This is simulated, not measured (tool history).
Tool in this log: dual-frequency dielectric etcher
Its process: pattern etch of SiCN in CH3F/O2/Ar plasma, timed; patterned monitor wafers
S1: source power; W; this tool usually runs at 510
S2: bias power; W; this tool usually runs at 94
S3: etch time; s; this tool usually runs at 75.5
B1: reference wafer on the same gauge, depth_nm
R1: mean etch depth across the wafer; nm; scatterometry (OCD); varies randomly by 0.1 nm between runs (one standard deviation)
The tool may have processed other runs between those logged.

| run | day | S1 | S2 | S3 | B1 | R1 |
|---|---|---|---|---|---|---|
| 1 | 0 | 510 | 94 | 75.5 | 33.89 | 35.9 |
| 2 | 0.521 | 510 | 94 | 75.5 | 33.91 | 36.19 |
| 3 | 1.079 | 510 | 94 | 75.5 | 33.93 | 36.23 |
| 4 | 1.733 | 510 | 94 | 75.5 | 33.91 | 36.04 |
| 5 | 2.292 | 510 | 94 | 75.5 | 33.9 | 36.06 |
| 6 | 2.683 | 510 | 94 | 75.5 | 33.9 | 36.23 |
| 7 | 3.088 | 510 | 94 | 75.5 | 33.91 | 36.08 |
| 8 | 3.646 | 510 | 94 | 75.5 | 33.9 | 36.15 |
|  | 4.929 | upper electrode replaced |
|  | 4.942 | source power generator calibrated |
| 9 | 4.962 | 510 | 94 | 75.5 | 33.9 | 36.18 |
| 10 | 4.975 | 510 | 110 | 89.5 | 33.94 | 46.15 |
| 11 | 5.133 | 510 | 110 | 89.5 | 33.91 | 46.05 |
|  | 5.242 | gauge calibrated |
| 12 | 5.708 | 510 | 110 | 89.5 | 33.86 | 45.84 |
| 13 | 6.038 | 510 | 105 | 75.5 | 33.91 | 37.85 |
| 14 | 6.675 | 510 | 94 | 75.5 | 33.93 | 36.17 |
| 15 | 7.008 | 410 | 80 | 89 | 33.9 | 37.12 |
| 16 | 7.517 | 510 | 94 | 75.5 | 33.86 | 35.97 |
|  | 7.771 | bias power generator calibrated |
| 17 | 7.825 | 410 | 80 | 89 | 33.86 | 37.21 |
|  | 9.121 | wet clean of the chamber |
| 18 | 9.142 | 510 | 110 | 89.5 | 33.93 | 45.79 |
| 19 | 9.338 | 510 | 110 | 89.5 | 33.83 | 45.8 |
| 20 | 10.333 | 600 | 94 | 75.5 | 33.91 | 38.09 |
| 21 | 10.779 | 410 | 75 | 65 | 33.88 | 26.2 |
| 22 | 11.142 | 580 | 117 | 89 | 33.89 | 48.83 |
| 23 | 11.754 | 510 | 113 | 66.5 | 33.83 | 34.53 |
| 24 | 12.333 | 390 | 94 | 75.5 | 33.86 | 33.3 |
| 25 | 12.896 | 380 | 94 | 75.5 | 33.88 | 33.03 |
| 26 | 13.517 | 400 | 77 | 88 | 33.9 | 35.82 |
| 27 | 14.188 | 510 | 94 | 75.5 | 33.9 | 36.15 |
| 28 | 14.862 | 610 | 83 | 75.5 | 33.92 | 36.09 |
| 29 | 15.521 | 440 | 86 | 83.5 | 33.91 | 36.53 |

Predict each of these 5 candidate next runs independently; none follows another, all start after run 29:
| A | 15.538 | 510 | 94 | 75.5 | ? | ? |
| B | 15.538 | 510 | 101 | 75.5 | ? | ? |
| C | 15.538 | 550 | 94 | 75.5 | ? | ? |
| D | 15.538 | 510 | 115 | 75.5 | ? | ? |
| E | 15.538 | 600 | 76 | 93 | ? | ? |

| run | B1 | R1 |
|---|---|---|
| A | 33.89 | 36.04 |
| B | 33.89 | 37.21 |
| C | 33.89 | 36.91 |
| D | 33.89 | 39.43 |
| E | 33.89 | 42.57 |
Stripped of hidden state, with their random variation kept, the same runs would have yielded:
| run | R1 |
|---|---|
| A | 36.04 |
| B | 37.21 |
| C | 36.91 |
| D | 39.43 |
| E | 42.57 |
